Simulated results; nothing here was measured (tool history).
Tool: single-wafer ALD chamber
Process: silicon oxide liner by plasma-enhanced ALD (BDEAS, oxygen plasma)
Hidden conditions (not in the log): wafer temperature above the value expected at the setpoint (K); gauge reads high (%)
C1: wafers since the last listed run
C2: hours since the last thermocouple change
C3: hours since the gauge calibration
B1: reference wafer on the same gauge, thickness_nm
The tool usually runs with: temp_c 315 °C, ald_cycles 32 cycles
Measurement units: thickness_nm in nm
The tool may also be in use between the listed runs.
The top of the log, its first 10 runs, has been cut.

{"run": 11, "hour": 783.1, "temp_c": 315, "ald_cycles": 30, "C1": 417, "C2": 2557.6, "C3": 1779.6, "B1": 2.807, "thickness_nm": 2.491}
{"run": 12, "hour": 809.8, "temp_c": 315, "ald_cycles": 32, "C1": 200, "C2": 2584.3, "C3": 1806.3, "B1": 2.803, "thickness_nm": 2.64}
{"hour": 821.5, "done": "gauge calibrated"}
{"run": 13, "hour": 874.5, "temp_c": 315, "ald_cycles": 32, "C1": 486, "C2": 2649, "C3": 53, "B1": 2.881, "thickness_nm": 2.727}
{"run": 14, "hour": 953.1, "temp_c": 315, "ald_cycles": 32, "C1": 591, "C2": 2727.6, "C3": 131.6, "B1": 2.881, "thickness_nm": 2.726}
{"run": 15, "hour": 1009.9, "temp_c": 315, "ald_cycles": 28, "C1": 427, "C2": 2784.4, "C3": 188.4, "B1": 2.879, "thickness_nm": 2.384}
{"run": 16, "hour": 1056.9, "temp_c": 315, "ald_cycles": 27, "C1": 353, "C2": 2831.4, "C3": 235.4, "B1": 2.881, "thickness_nm": 2.299}
{"run": 17, "hour": 1105.7, "temp_c": 315, "ald_cycles": 27, "C1": 367, "C2": 2880.2, "C3": 284.2, "B1": 2.879, "thickness_nm": 2.295}
{"run": 18, "hour": 1139.4, "temp_c": 315, "ald_cycles": 32, "C1": 253, "C2": 2913.9, "C3": 317.9, "B1": 2.881, "thickness_nm": 2.708}
{"run": 19, "hour": 1199.9, "temp_c": 301, "ald_cycles": 32, "C1": 455, "C2": 2974.4, "C3": 378.4, "B1": 2.879, "thickness_nm": 2.762}
{"run": 20, "hour": 1241.3, "temp_c": 315, "ald_cycles": 26, "C1": 311, "C2": 3015.8, "C3": 419.8, "B1": 2.877, "thickness_nm": 2.219}
{"run": 21, "hour": 1303.6, "temp_c": 302, "ald_cycles": 36, "C1": 468, "C2": 3078.1, "C3": 482.1, "B1": 2.878, "thickness_nm": 3.095}
{"hour": 1380.4, "done": "thermocouple changed; heater temperature recalibrated"}
{"run": 22, "hour": 1380.9, "temp_c": 325, "ald_cycles": 26, "C1": 521, "C2": 0.5, "C3": 559.4, "B1": 2.87, "thickness_nm": 2.168}
{"run": 23, "hour": 1555.9, "temp_c": 328, "ald_cycles": 27, "C1": 1316, "C2": 175.5, "C3": 734.4, "B1": 2.867, "thickness_nm": 2.259}
{"run": 24, "hour": 1585.1, "temp_c": 319, "ald_cycles": 32, "C1": 219, "C2": 204.7, "C3": 763.6, "B1": 2.866, "thickness_nm": 2.7}
{"run": 25, "hour": 1633.7, "temp_c": 325, "ald_cycles": 30, "C1": 365, "C2": 253.3, "C3": 812.2, "B1": 2.862, "thickness_nm": 2.506}
{"run": 26, "hour": 1660.9, "temp_c": 315, "ald_cycles": 28, "C1": 204, "C2": 280.5, "C3": 839.4, "B1": 2.862, "thickness_nm": 2.363}
{"run": 27, "hour": 1707.0, "temp_c": 327, "ald_cycles": 29, "C1": 346, "C2": 326.6, "C3": 885.5, "B1": 2.861, "thickness_nm": 2.412}
{"run": 28, "hour": 1734.0, "temp_c": 324, "ald_cycles": 34, "C1": 203, "C2": 353.6, "C3": 912.5, "B1": 2.861, "thickness_nm": 2.825}
{"run": 29, "hour": 1791.4, "temp_c": 315, "ald_cycles": 34, "C1": 431, "C2": 411, "C3": 969.9, "B1": 2.857, "thickness_nm": 2.866}
{"run": 30, "hour": 1837.6, "temp_c": 315, "ald_cycles": 32, "C1": 347, "C2": 457.2, "C3": 1016.1, "B1": 2.85, "thickness_nm": 2.691}
{"run": 31, "hour": 1883.5, "temp_c": 315, "ald_cycles": 28, "C1": 345, "C2": 503.1, "C3": 1062, "B1": 2.848, "thickness_nm": 2.363}
{"run": 32, "hour": 1931.9, "temp_c": 328, "ald_cycles": 32, "C1": 364, "C2": 551.5, "C3": 1110.4, "B1": 2.845, "thickness_nm": 2.648}
{"run": 33, "hour": 1995.4, "temp_c": 308, "ald_cycles": 35, "C1": 477, "C2": 615, "C3": 1173.9, "B1": 2.842, "thickness_nm": 2.97}
{"run": 34, "hour": 2037.9, "temp_c": 315, "ald_cycles": 32, "C1": 319, "C2": 657.5, "C3": 1216.4, "B1": 2.84, "thickness_nm": 2.674}
{"run": 35, "hour": 2095.0, "temp_c": 315, "ald_cycles": 29, "C1": 429, "C2": 714.6, "C3": 1273.5, "B1": 2.836, "thickness_nm": 2.428}

5 options for the next run, each taken on its own from the tool as it stands now. Forecast them:
{"run": "A", "hour": 2095.4, "temp_c": 310, "ald_cycles": 32, "C1": 3, "C2": 715, "C3": 1273.9, "B1": "?", "thickness_nm": "?"}
{"run": "B", "hour": 2095.4, "temp_c": 329, "ald_cycles": 32, "C1": 3, "C2": 715, "C3": 1273.9, "B1": "?", "thickness_nm": "?"}
{"run": "C", "hour": 2095.4, "temp_c": 315, "ald_cycles": 37, "C1": 3, "C2": 715, "C3": 1273.9, "B1": "?", "thickness_nm": "?"}
{"run": "D", "hour": 2095.4, "temp_c": 325, "ald_cycles": 27, "C1": 3, "C2": 715, "C3": 1273.9, "B1": "?", "thickness_nm": "?"}
{"run": "E", "hour": 2095.4, "temp_c": 307, "ald_cycles": 27, "C1": 3, "C2": 715, "C3": 1273.9, "B1": "?", "thickness_nm": "?"}

run=A B1=2.833 thickness_nm=2.695
run=B B1=2.833 thickness_nm=2.629
run=C B1=2.833 thickness_nm=3.096
run=D B1=2.833 thickness_nm=2.23
run=E B1=2.833 thickness_nm=2.283
The same runs, with their run-to-run variation unchanged, on a tool lacking any hidden condition would have given:
run=A thickness_nm=2.747
run=B thickness_nm=2.679
run=C thickness_nm=3.155
run=D thickness_nm=2.272
run=E thickness_nm=2.326

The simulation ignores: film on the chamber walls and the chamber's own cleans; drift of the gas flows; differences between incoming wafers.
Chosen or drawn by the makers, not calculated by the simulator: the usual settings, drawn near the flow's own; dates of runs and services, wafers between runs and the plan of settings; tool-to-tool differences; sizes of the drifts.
